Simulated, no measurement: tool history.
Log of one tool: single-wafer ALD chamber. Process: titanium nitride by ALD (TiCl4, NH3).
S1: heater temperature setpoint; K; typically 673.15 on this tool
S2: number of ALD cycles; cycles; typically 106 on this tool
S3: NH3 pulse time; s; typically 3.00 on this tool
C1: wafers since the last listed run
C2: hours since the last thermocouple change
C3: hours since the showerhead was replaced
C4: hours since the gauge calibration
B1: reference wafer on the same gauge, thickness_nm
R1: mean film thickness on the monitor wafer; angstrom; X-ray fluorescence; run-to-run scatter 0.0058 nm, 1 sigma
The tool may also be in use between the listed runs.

{"run": 1, "hour": 0.0, "S1": 673.15, "S2": 106, "S3": 3.0, "C1": 0, "C2": 1166.1, "C3": 1763.5, "C4": 653.7, "B1": 2.645, "R1": 23.39}
{"run": 2, "hour": 78.7, "S1": 673.15, "S2": 106, "S3": 3.0, "C1": 173, "C2": 1244.8, "C3": 1842.2, "C4": 732.4, "B1": 2.646, "R1": 23.36}
{"run": 3, "hour": 116.8, "S1": 673.15, "S2": 106, "S3": 3.0, "C1": 84, "C2": 1282.9, "C3": 1880.3, "C4": 770.5, "B1": 2.65, "R1": 23.34}
{"run": 4, "hour": 191.6, "S1": 673.15, "S2": 106, "S3": 3.0, "C1": 165, "C2": 1357.7, "C3": 1955.1, "C4": 845.3, "B1": 2.649, "R1": 23.27}
{"run": 5, "hour": 295.5, "S1": 673.15, "S2": 106, "S3": 3.0, "C1": 229, "C2": 1461.6, "C3": 2059.0, "C4": 949.2, "B1": 2.65, "R1": 23.4}
{"run": 6, "hour": 385.3, "S1": 668.15, "S2": 106, "S3": 3.0, "C1": 198, "C2": 1551.4, "C3": 2148.8, "C4": 1039.0, "B1": 2.654, "R1": 23.37}
{"run": 7, "hour": 423.6, "S1": 668.15, "S2": 106, "S3": 3.0, "C1": 84, "C2": 1589.7, "C3": 2187.1, "C4": 1077.3, "B1": 2.653, "R1": 23.31}
{"run": 8, "hour": 477.8, "S1": 668.15, "S2": 106, "S3": 3.0, "C1": 119, "C2": 1643.9, "C3": 2241.3, "C4": 1131.5, "B1": 2.656, "R1": 23.41}
{"run": 9, "hour": 573.3, "S1": 673.15, "S2": 106, "S3": 3.0, "C1": 210, "C2": 1739.4, "C3": 2336.8, "C4": 1227.0, "B1": 2.659, "R1": 23.41}
{"run": 10, "hour": 614.9, "S1": 673.15, "S2": 106, "S3": 3.0, "C1": 91, "C2": 1781.0, "C3": 2378.4, "C4": 1268.6, "B1": 2.661, "R1": 23.37}
{"hour": 624.7, "done": "gauge calibrated"}
{"run": 11, "hour": 704.0, "S1": 673.15, "S2": 106, "S3": 3.0, "C1": 196, "C2": 1870.1, "C3": 2467.5, "C4": 79.3, "B1": 2.627, "R1": 23.11}
{"run": 12, "hour": 744.9, "S1": 673.15, "S2": 106, "S3": 3.0, "C1": 90, "C2": 1911.0, "C3": 2508.4, "C4": 120.2, "B1": 2.629, "R1": 23.17}
{"hour": 832.6, "done": "showerhead replaced"}
{"run": 13, "hour": 833.1, "S1": 662.15, "S2": 106, "S3": 3.0, "C1": 177, "C2": 1999.2, "C3": 0.5, "C4": 208.4, "B1": 2.631, "R1": 22.98}
{"run": 14, "hour": 874.9, "S1": 662.15, "S2": 106, "S3": 3.0, "C1": 92, "C2": 2041.0, "C3": 42.3, "C4": 250.2, "B1": 2.628, "R1": 22.98}
{"run": 15, "hour": 963.6, "S1": 662.15, "S2": 106, "S3": 3.0, "C1": 195, "C2": 2129.7, "C3": 131.0, "C4": 338.9, "B1": 2.633, "R1": 22.96}
{"run": 16, "hour": 1036.9, "S1": 673.15, "S2": 106, "S3": 3.0, "C1": 161, "C2": 2203.0, "C3": 204.3, "C4": 412.2, "B1": 2.631, "R1": 23.17}
{"run": 17, "hour": 1083.4, "S1": 673.15, "S2": 106, "S3": 1.9, "C1": 102, "C2": 2249.5, "C3": 250.8, "C4": 458.7, "B1": 2.63, "R1": 22.59}
{"run": 18, "hour": 1186.0, "S1": 673.15, "S2": 106, "S3": 2.51, "C1": 226, "C2": 2352.1, "C3": 353.4, "C4": 561.3, "B1": 2.636, "R1": 22.92}
{"run": 19, "hour": 1267.0, "S1": 673.15, "S2": 115, "S3": 3.85, "C1": 178, "C2": 2433.1, "C3": 434.4, "C4": 642.3, "B1": 2.634, "R1": 25.37}
{"run": 20, "hour": 1342.9, "S1": 673.15, "S2": 97, "S3": 3.0, "C1": 167, "C2": 2509.0, "C3": 510.3, "C4": 718.2, "B1": 2.636, "R1": 21.21}
{"hour": 1433.9, "done": "thermocouple changed; heater temperature recalibrated"}
{"run": 21, "hour": 1434.4, "S1": 659.15, "S2": 106, "S3": 3.0, "C1": 184, "C2": 0.5, "C3": 601.8, "C4": 809.7, "B1": 2.64, "R1": 23.03}
{"run": 22, "hour": 1502.5, "S1": 673.15, "S2": 89, "S3": 3.0, "C1": 150, "C2": 68.6, "C3": 669.9, "C4": 877.8, "B1": 2.639, "R1": 19.52}
{"run": 23, "hour": 1581.3, "S1": 673.15, "S2": 106, "S3": 3.0, "C1": 174, "C2": 147.4, "C3": 748.7, "C4": 956.6, "B1": 2.64, "R1": 23.23}
{"run": 24, "hour": 1633.9, "S1": 673.15, "S2": 106, "S3": 2.35, "C1": 116, "C2": 200.0, "C3": 801.3, "C4": 1009.2, "B1": 2.643, "R1": 23.17}
{"run": 25, "hour": 1704.1, "S1": 681.15, "S2": 99, "S3": 2.32, "C1": 155, "C2": 270.2, "C3": 871.5, "C4": 1079.4, "B1": 2.646, "R1": 21.6}
{"run": 26, "hour": 1770.1, "S1": 673.15, "S2": 87, "S3": 3.0, "C1": 145, "C2": 336.2, "C3": 937.5, "C4": 1145.4, "B1": 2.644, "R1": 19.18}
{"hour": 1844.4, "done": "gauge calibrated"}
{"run": 27, "hour": 1911.4, "S1": 673.15, "S2": 106, "S3": 3.0, "C1": 312, "C2": 477.5, "C3": 1078.8, "C4": 67.0, "B1": 2.634, "R1": 23.15}
{"run": 28, "hour": 1961.6, "S1": 673.15, "S2": 106, "S3": 3.0, "C1": 110, "C2": 527.7, "C3": 1129.0, "C4": 117.2, "B1": 2.633, "R1": 23.22}
{"run": 29, "hour": 2065.1, "S1": 673.15, "S2": 106, "S3": 3.0, "C1": 228, "C2": 631.2, "C3": 1232.5, "C4": 220.7, "B1": 2.634, "R1": 23.19}
{"run": 30, "hour": 2251.7, "S1": 673.15, "S2": 106, "S3": 4.01, "C1": 412, "C2": 817.8, "C3": 1419.1, "C4": 407.3, "B1": 2.639, "R1": 23.45}
{"run": 31, "hour": 2318.4, "S1": 673.15, "S2": 106, "S3": 3.0, "C1": 147, "C2": 884.5, "C3": 1485.8, "C4": 474.0, "B1": 2.637, "R1": 23.23}
{"run": 32, "hour": 2389.1, "S1": 660.15, "S2": 106, "S3": 3.0, "C1": 156, "C2": 955.2, "C3": 1556.5, "C4": 544.7, "B1": 2.639, "R1": 23.08}
{"run": 33, "hour": 2475.0, "S1": 673.15, "S2": 86, "S3": 3.6, "C1": 189, "C2": 1041.1, "C3": 1642.4, "C4": 630.6, "B1": 2.638, "R1": 19.0}

The tool's hidden state at each run:
wafer temperature above the value expected at the setpoint (K): 0 at every run
H1: gauge reads high (%)
run=1 H1=0.556
run=2 H1=0.61
run=3 H1=0.639
run=4 H1=0.699
run=5 H1=0.792
run=6 H1=0.881
run=7 H1=0.922
run=8 H1=0.981
run=9 H1=1.09
run=10 H1=1.15
run=11 H1=-0.0295
run=12 H1=-0.0255
run=13 H1=-0.011
run=14 H1=-0.00144
run=15 H1=0.0246
run=16 H1=0.0521
run=17 H1=0.0723
run=18 H1=0.124
run=19 H1=0.173
run=20 H1=0.225
run=21 H1=0.294
run=22 H1=0.352
run=23 H1=0.424
run=24 H1=0.475
run=25 H1=0.548
run=26 H1=0.622
run=27 H1=0.156
run=28 H1=0.161
run=29 H1=0.178
run=30 H1=0.237
run=31 H1=0.266
run=32 H1=0.302
run=33 H1=0.352
